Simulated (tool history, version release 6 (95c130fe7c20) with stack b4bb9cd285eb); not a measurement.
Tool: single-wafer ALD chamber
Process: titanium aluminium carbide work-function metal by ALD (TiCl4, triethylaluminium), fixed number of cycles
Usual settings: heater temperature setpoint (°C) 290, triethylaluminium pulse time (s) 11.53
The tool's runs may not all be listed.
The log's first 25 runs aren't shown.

run,hour,heater temperature setpoint (°C),triethylaluminium pulse time (s),wafers since the last listed run,hours since the last thermocouple change,hours since the last triethylaluminium bottle change,hours since the showerhead was replaced,hours since the gauge calibration,"read-back reference wafer on the same gauge, thickness_nm",mean film thickness on the monitor wafer (nm)
26,303.6,298,15.45,150,153.7,18,64.8,13.1,2.271,2.103
27,312.4,290,11.53,104,162.5,26.8,73.6,21.9,2.271,1.972
28,327.8,282,9.91,183,177.9,42.2,89,37.3,2.271,1.851
29,334.9,302,11.53,84,185,49.3,96.1,44.4,2.269,2.097
30,349.6,290,11.53,175,199.7,64,110.8,59.1,2.269,1.976
31,366.9,280,8.77,206,217,81.3,128.1,76.4,2.271,1.799
32,383.7,276,9.55,200,233.8,98.1,144.9,93.2,2.272,1.789
33,398.9,296,9.03,180,249,113.3,160.1,108.4,2.271,1.958
34,409.5,290,11.53,126,259.6,123.9,170.7,119,2.268,1.969

3 ways to go on from here, each from the tool as it stands after run 34. What would each give?
A,409.9,290,10.06,4,260,124.3,171.1,119.4,?,?
B,409.9,279,11.53,4,260,124.3,171.1,119.4,?,?
C,409.9,290,9.26,4,260,124.3,171.1,119.4,?,?

run,"read-back reference wafer on the same gauge, thickness_nm",mean film thickness on the monitor wafer (nm)
A,2.269,1.937
B,2.269,1.862
C,2.269,1.909
Without the tool's hidden state the same runs would have given:
run,mean film thickness on the monitor wafer (nm)
A,1.964
B,1.879
C,1.941
